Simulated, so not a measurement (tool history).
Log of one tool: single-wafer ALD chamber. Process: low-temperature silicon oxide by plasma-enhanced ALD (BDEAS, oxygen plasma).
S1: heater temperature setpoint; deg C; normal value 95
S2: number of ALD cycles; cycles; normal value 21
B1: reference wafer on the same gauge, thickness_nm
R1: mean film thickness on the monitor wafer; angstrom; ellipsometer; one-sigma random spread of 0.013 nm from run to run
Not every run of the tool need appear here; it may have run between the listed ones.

run,hour,S1,S2,B1,R1
1,0,95,21,2.539,30.28
2,56.3,95,21,2.542,29.91
3,101.6,95,21,2.539,30.09
4,139.6,101,24,2.537,33.62
5,174.3,95,21,2.537,30.19
6,214,95,21,2.54,29.83
7,260.8,95,21,2.538,30.08
8,307.9,95,21,2.539,30.02
9,445.5,95,24,2.537,34.25
10,499.3,95,21,2.54,30.15
11,552.2,95,21,2.539,30.29
12,614,95,21,2.544,30.17
13,682.6,95,21,2.541,30.22
14,708,95,21,2.54,30.19
15,743.9,107,21,2.542,29
16,796.2,107,21,2.543,29.18
17,827.1,89,24,2.54,35.17
18,861.5,89,24,2.54,35
19,896.2,95,21,2.54,30.52
20,940.9,95,21,2.545,30.3
21,988.4,95,21,2.539,30.28
22,1048.9,95,18,2.54,25.74
# hour 1075.3: gauge calibrated
23,1104.1,83,22,2.535,32.83
24,1139.1,91,17,2.539,24.8
# hour 1189.7: thermocouple changed; heater temperature recalibrated
25,1343.1,95,21,2.541,29.64
26,1395.8,107,23,2.538,31.61
27,1436.3,103,18,2.543,24.63
28,1490.7,95,25,2.535,35.65
29,1660.4,95,21,2.54,29.98
30,1731.5,89,23,2.54,33.8
31,1792.8,95,21,2.538,29.94
32,1846.6,99,22,2.538,31.07
33,1914.6,84,18,2.544,26.78
34,1984.4,95,21,2.539,30.29
35,2045.1,95,21,2.543,29.91
36,2100.6,86,17,2.541,25.13
37,2133.5,95,21,2.54,30.11
38,2201.8,80,23,2.54,34.77
39,2260,110,21,2.544,28.8
40,2286.8,101,19,2.539,26.67
41,2350,81,24,2.539,36.32
# hour 2430.8: gauge calibrated
42,2498.9,106,24,2.541,33.17
43,2566.6,104,17,2.54,23.58
44,2594.4,95,17,2.541,24.5
45,2651.8,105,18,2.539,24.86

Some steps in R1 between neighbouring runs. How much of each would the tool show without its hidden state too (settings, what came in, random variation), and how much is left for the hidden state, with any gauge scatter that isn't in both results?
The hidden state here: wafer temperature above the value expected at the setpoint (K); gauge reads high (%).
Run 14 -> 15: S1 95 -> 107. R1 -1.19 angstrom: hidden state -0.26, all else -0.93.
Run 16 -> 17: S1 107 -> 89, S2 21 -> 24. R1 +5.99 angstrom: hidden state +0.34, all else +5.65.
Run 24 -> 25: S1 91 -> 95, S2 17 -> 21, thermocouple changed; heater temperature recalibrated. R1 +4.84 angstrom: hidden state -0.46, all else +5.3.
Run 27 -> 28: S1 103 -> 95, S2 18 -> 25. R1 +11.02 angstrom: hidden state +0.09, all else +10.93.
Run 40 -> 41: S1 101 -> 81, S2 19 -> 24. R1 +9.65 angstrom: hidden state +0.16, all else +9.49.
Run 42 -> 43: S1 106 -> 104, S2 24 -> 17. R1 -9.59 angstrom: hidden state -0.06, all else -9.53.
